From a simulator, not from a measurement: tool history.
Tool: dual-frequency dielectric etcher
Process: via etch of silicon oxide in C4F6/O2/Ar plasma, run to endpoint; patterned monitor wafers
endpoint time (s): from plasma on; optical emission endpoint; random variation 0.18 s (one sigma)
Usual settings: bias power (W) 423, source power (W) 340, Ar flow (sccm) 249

run   hour  bias power (W)  source power (W)  Ar flow (sccm)  wafers since the last listed run  hours since the last wet clean  hours since the last bias power generator calibration  hours since the last source power generator calibration  hours since the last Ar flow controller change  hours since the last upper electrode change  incoming incoming film thickness, nm  endpoint time (s)
  1      0             423               290             249                                 0                           122.6                                                 2689.7                                                   4566.9                                            1390                                       3364.9                                   152               41.4
  2   14.5             340               340             289                               209                           137.1                                                 2704.2                                                   4581.4                                          1404.5                                       3379.4                                 152.9               43.3
  3   35.9             340               340             289                               309                           158.5                                                 2725.6                                                   4602.8                                          1425.9                                       3400.8                                 150.9               42.9
  4   52.8             340               340             289                               244                           175.4                                                 2742.5                                                   4619.7                                          1442.8                                       3417.7                                 151.5               42.9
  5   66.3             423               340             249                               195                           188.9                                                   2756                                                   4633.2                                          1456.3                                       3431.2                                 152.1               39.2
  6   96.1             423               340             249                               430                           218.7                                                 2785.8                                                     4663                                          1486.1                                         3461                                 152.8               39.6
  7  119.7             423               340             249                               341                           242.3                                                 2809.4                                                   4686.6                                          1509.7                                       3484.6                                 152.2               39.8
  8  140.5             500               340             249                               300                           263.1                                                 2830.2                                                   4707.4                                          1530.5                                       3505.4                                 153.2               37.5
  9  154.5             500               340             249                               202                           277.1                                                 2844.2                                                   4721.4                                          1544.5                                       3519.4                                 151.5               37.6
     160.5  -- bias power generator calibrated
 10  175.7             423               340             281                               248                           298.3                                                   15.2                                                   4742.6                                          1565.7                                       3540.6                                 152.2               40.1
 11  188.8             423               340             249                               189                           311.4                                                   28.3                                                   4755.7                                          1578.8                                       3553.7                                 152.2               39.7
 12  287.9             423               340             208                              1433                           410.5                                                  127.4                                                   4854.8                                          1677.9                                       3652.8                                 151.8               39.3
 13  307.7             522               340             269                               286                           430.3                                                  147.2                                                   4874.6                                          1697.7                                       3672.6                                 150.7               37.7
 14  326.2             513               400             204                               267                           448.8                                                  165.7                                                   4893.1                                          1716.2                                       3691.1                                 152.2               34.6
 15  347.9             347               260             249                               313                           470.5                                                  187.4                                                   4914.8                                          1737.9                                       3712.8                                 151.6               47.2
 16  371.5             341               340             269                               341                           494.1                                                    211                                                   4938.4                                          1761.5                                       3736.4                                 151.8               43.3
 17  387.4             516               340             249                               229                             510                                                  226.9                                                   4954.3                                          1777.4                                       3752.3                                 151.3               37.4
     428.2  -- wet clean of the chamber
 18  428.7             423               310             227                               250                             0.5                                                  268.2                                                   4995.6                                          1818.7                                       3793.6                                 152.3               39.4
 19  440.9             423               270             249                               176                            12.7                                                  280.4                                                   5007.8                                          1830.9                                       3805.8                                 152.4               42.4

The next listed run, before its measurement:
       488  -- upper electrode replaced
 20  488.5             513               400             204                               341                            60.3                                                    328                                                   5055.4                                          1878.5                                          0.5                                 152.5                  ?

Run 20 gave endpoint time (s) 33.5.
Without the tool's hidden state the same run would have given endpoint time (s) 33.5.
